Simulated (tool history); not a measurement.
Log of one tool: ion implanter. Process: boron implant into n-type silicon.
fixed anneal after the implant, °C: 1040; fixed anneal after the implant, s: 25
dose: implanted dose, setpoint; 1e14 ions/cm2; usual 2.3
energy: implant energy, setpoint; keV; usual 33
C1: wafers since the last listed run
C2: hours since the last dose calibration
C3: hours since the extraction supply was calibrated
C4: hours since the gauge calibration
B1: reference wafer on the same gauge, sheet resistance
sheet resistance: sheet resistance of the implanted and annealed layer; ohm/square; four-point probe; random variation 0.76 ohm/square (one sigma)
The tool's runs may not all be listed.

{"run": 1, "hour": 0.0, "dose": 2.65, "energy": 26.5, "C1": 0, "C2": 1045.8, "C3": 2439.2, "C4": 157.1, "B1": 322.01, "sheet resistance": 333.22}
{"run": 2, "hour": 24.9, "dose": 2.65, "energy": 26.5, "C1": 229, "C2": 1070.7, "C3": 2464.1, "C4": 182, "B1": 322.26, "sheet resistance": 332.92}
{"run": 3, "hour": 37.8, "dose": 2.75, "energy": 28, "C1": 119, "C2": 1083.6, "C3": 2477, "C4": 194.9, "B1": 322.1, "sheet resistance": 320.98}
{"run": 4, "hour": 54.8, "dose": 2.3, "energy": 33, "C1": 156, "C2": 1100.6, "C3": 2494, "C4": 211.9, "B1": 321.67, "sheet resistance": 363.99}
{"run": 5, "hour": 78.8, "dose": 2.3, "energy": 33, "C1": 221, "C2": 1124.6, "C3": 2518, "C4": 235.9, "B1": 321.78, "sheet resistance": 364.36}
{"run": 6, "hour": 173.4, "dose": 2.3, "energy": 33, "C1": 873, "C2": 1219.2, "C3": 2612.6, "C4": 330.5, "B1": 322.14, "sheet resistance": 365.61}
{"run": 7, "hour": 192.9, "dose": 2.3, "energy": 33, "C1": 180, "C2": 1238.7, "C3": 2632.1, "C4": 350, "B1": 321.8, "sheet resistance": 364.3}
{"run": 8, "hour": 206.4, "dose": 2.3, "energy": 33, "C1": 124, "C2": 1252.2, "C3": 2645.6, "C4": 363.5, "B1": 322.12, "sheet resistance": 367.6}
{"run": 9, "hour": 240.7, "dose": 2.3, "energy": 33, "C1": 316, "C2": 1286.5, "C3": 2679.9, "C4": 397.8, "B1": 322.2, "sheet resistance": 367.1}
{"run": 10, "hour": 275.4, "dose": 2.3, "energy": 33, "C1": 320, "C2": 1321.2, "C3": 2714.6, "C4": 432.5, "B1": 321.72, "sheet resistance": 366.49}
{"hour": 286.5, "done": "gauge calibrated"}
{"run": 11, "hour": 306.9, "dose": 1.97, "energy": 26.5, "C1": 290, "C2": 1352.7, "C3": 2746.1, "C4": 20.4, "B1": 321.89, "sheet resistance": 426.5}
{"hour": 315.0, "done": "extraction supply calibrated"}
{"run": 12, "hour": 325.0, "dose": 2.3, "energy": 33, "C1": 93, "C2": 1370.8, "C3": 10, "C4": 38.5, "B1": 322.19, "sheet resistance": 367.9}
{"hour": 334.2, "done": "Faraday cup replaced and dose calibrated"}
{"run": 13, "hour": 356.9, "dose": 2.3, "energy": 44.5, "C1": 220, "C2": 22.7, "C3": 41.9, "C4": 70.4, "B1": 321.99, "sheet resistance": 339.65}
{"run": 14, "hour": 385.4, "dose": 2.3, "energy": 30, "C1": 263, "C2": 51.2, "C3": 70.4, "C4": 98.9, "B1": 322.12, "sheet resistance": 358.09}
{"run": 15, "hour": 399.7, "dose": 2.3, "energy": 33, "C1": 132, "C2": 65.5, "C3": 84.7, "C4": 113.2, "B1": 322.13, "sheet resistance": 352.68}
{"run": 16, "hour": 412.8, "dose": 2.3, "energy": 33, "C1": 120, "C2": 78.6, "C3": 97.8, "C4": 126.3, "B1": 321.94, "sheet resistance": 353.66}
{"run": 17, "hour": 433.0, "dose": 1.89, "energy": 38.5, "C1": 186, "C2": 98.8, "C3": 118, "C4": 146.5, "B1": 322.07, "sheet resistance": 403.35}
{"run": 18, "hour": 463.1, "dose": 2.55, "energy": 38.5, "C1": 277, "C2": 128.9, "C3": 148.1, "C4": 176.6, "B1": 322.17, "sheet resistance": 319.74}
{"run": 19, "hour": 487.8, "dose": 2.93, "energy": 33, "C1": 228, "C2": 153.6, "C3": 172.8, "C4": 201.3, "B1": 322.07, "sheet resistance": 291.69}
{"run": 20, "hour": 522.5, "dose": 2.77, "energy": 22.5, "C1": 320, "C2": 188.3, "C3": 207.5, "C4": 236, "B1": 321.92, "sheet resistance": 319.43}
{"run": 21, "hour": 548.7, "dose": 2.63, "energy": 40, "C1": 241, "C2": 214.5, "C3": 233.7, "C4": 262.2, "B1": 322.16, "sheet resistance": 311.62}

The same runs without the tool's hidden state, with the same run-to-run variation:
The hidden state here: deviation of the true dose from the Faraday cup's reading, %; deviation of the true energy from its setpoint, %; gauge reads high (%).
run=1 sheet_resistance=321.97
run=2 sheet_resistance=321.44
run=3 sheet_resistance=309.8
run=4 sheet_resistance=351.44
run=5 sheet_resistance=351.55
run=6 sheet_resistance=351.77
run=7 sheet_resistance=350.3
run=8 sheet_resistance=353.34
run=9 sheet_resistance=352.5
run=10 sheet_resistance=351.55
run=11 sheet_resistance=408.61
run=12 sheet_resistance=352.37
run=13 sheet_resistance=338.14
run=14 sheet_resistance=356.15
run=15 sheet_resistance=350.64
run=16 sheet_resistance=351.49
run=17 sheet_resistance=400.74
run=18 sheet_resistance=317.31
run=19 sheet_resistance=289.21
run=20 sheet_resistance=316.36
run=21 sheet_resistance=308.49
